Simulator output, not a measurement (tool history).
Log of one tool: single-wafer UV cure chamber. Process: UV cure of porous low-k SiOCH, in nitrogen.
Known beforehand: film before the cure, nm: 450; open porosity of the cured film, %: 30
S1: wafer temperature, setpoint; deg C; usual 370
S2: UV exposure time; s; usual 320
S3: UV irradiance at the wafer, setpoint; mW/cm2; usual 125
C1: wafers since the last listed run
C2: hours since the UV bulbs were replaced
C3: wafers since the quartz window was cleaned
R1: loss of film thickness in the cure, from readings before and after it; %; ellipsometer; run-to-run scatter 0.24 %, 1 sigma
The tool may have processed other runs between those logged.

run	day	S1	S2	S3	C1	C2	C3	R1
1	0	370	320	125	0	2026.4	2059	13.358
2	2.817	370	320	125	645	2094	2704	13.538
# day 3.6: quartz window cleaned
3	4.992	379	320	125	421	2146.2	318	13.596
4	6.683	370	320	125	387	2186.8	706	13.043
5	8.9	370	320	125	507	2240	1213	13.363
6	11.821	370	320	125	668	2310.1	1882	13.176
7	13.892	370	320	125	474	2359.8	2357	13.229
# day 14.229: UV bulbs replaced
8	15.183	370	320	125	219	22.9	2576	14.803
# day 15.575: quartz window cleaned
9	17.112	370	320	125	365	69.2	351	14.853
10	18.871	381	470	125	402	111.4	754	16.495
11	20.325	359	455	125	333	146.3	1087	16.608
12	21.954	351	135	156	373	185.4	1460	11.309
13	24.454	380	230	125	572	245.4	2033	13.077
# day 26.962: quartz window cleaned
14	26.983	353	490	158	502	306.1	4	17.623
15	29.229	370	170	160	514	360	519	12.612
16	31.342	370	320	125	483	410.7	1003	14.372
17	33.312	378	470	125	451	458	1454	16.877
18	35.217	370	320	125	436	503.7	1890	14.153
# day 36.675: quartz window cleaned
19	36.696	363	195	97	262	539.2	5	10.607

Run-by-run hidden state of the tool:
transmission lost against a clean window, %: 0 in every run
H1: lamp output below its setpoint, %
run	H1
1	32.9
2	33.9
3	34.6
4	35.2
5	36
6	37
7	37.7
8	11.9
9	12.6
10	13.2
11	13.7
12	14.2
13	15.1
14	16
15	16.8
16	17.5
17	18.2
18	18.9
19	19.4
